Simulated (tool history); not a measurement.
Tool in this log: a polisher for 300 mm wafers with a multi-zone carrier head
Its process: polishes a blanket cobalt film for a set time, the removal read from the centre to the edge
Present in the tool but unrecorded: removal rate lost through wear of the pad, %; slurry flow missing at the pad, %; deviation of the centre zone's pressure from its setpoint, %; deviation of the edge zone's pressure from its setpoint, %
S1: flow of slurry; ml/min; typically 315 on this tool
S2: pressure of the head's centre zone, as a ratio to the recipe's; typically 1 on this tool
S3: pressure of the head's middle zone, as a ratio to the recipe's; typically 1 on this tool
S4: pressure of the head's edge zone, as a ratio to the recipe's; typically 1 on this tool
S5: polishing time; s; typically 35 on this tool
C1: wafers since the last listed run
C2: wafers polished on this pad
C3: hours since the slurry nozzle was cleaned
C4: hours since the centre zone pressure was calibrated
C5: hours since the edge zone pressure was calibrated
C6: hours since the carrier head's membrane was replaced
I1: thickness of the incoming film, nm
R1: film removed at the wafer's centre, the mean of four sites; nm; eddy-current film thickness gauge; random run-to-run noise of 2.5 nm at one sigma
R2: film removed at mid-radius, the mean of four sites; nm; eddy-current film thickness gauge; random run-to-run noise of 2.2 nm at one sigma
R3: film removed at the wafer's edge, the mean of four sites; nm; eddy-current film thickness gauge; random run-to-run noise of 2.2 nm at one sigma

run	day	S1	S2	S3	S4	S5	C1	C2	C3	C4	C5	C6	I1	R1	R2	R3
1	0	315	1	1	1	35	0	828	55.2	171.4	468.7	602.2	1587.2	237.8	236.6	249.5
2	1.188	315	1	1	1	35	378	1207	83.7	199.9	497.2	630.7	1580.8	235.3	228	245.3
3	2.2	315	1	1	1	35	322	1530	108	224.2	521.5	655	1557.2	231	231.4	243.8
4	3.392	315	1	1	1	35	380	1910	136.6	252.8	550.1	683.6	1597.3	229.2	225	236.4
5	5.042	315	1	1	1	35	526	2436	176.2	292.4	589.7	723.2	1582.2	227.3	219.6	231.2
# day 5.808: worn pad replaced by a new one
# day 6.167: slurry nozzle cleaned
6	7.838	315	1	1	1	35	825	633	40.1	359.5	656.8	790.3	1572	239.4	235.5	250.4
7	9.162	315	1	1	1	35	422	1056	71.9	391.3	688.6	822.1	1590.1	234.4	233.6	246.9
# day 12.862: worn pad replaced by a new one
8	14.867	315	1	1	1	35	1765	639	208.8	528.2	825.5	959	1579.7	236.6	238.1	253.9
# day 15.579: slurry nozzle cleaned
9	17.45	350	1	1	1	35	810	1449	44.9	590.2	887.5	1021	1592.5	236.8	230	242.6
10	18.521	315	1	0.93	1	35	341	1791	70.6	615.9	913.2	1046.7	1599.8	227	217.1	238.1
# day 19.779: edge zone pressure recalibrated
# day 20: worn pad replaced by a new one
11	20.654	315	1	1.08	1.04	23	600	208	121.8	667.1	21	1097.9	1583.7	161.3	167.4	171.5

Predict the results of run 12:
12	22.883	205	1	1	1	40	710	919	175.3	720.6	74.5	1151.4	1601.9	?	?	?

R1: 258.3 nm
R2: 253.6 nm
R3: 273.5 nm
Without the tool's hidden state the same run would have given R1 270.6 nm, R2 265.7 nm, R3 286.6 nm.
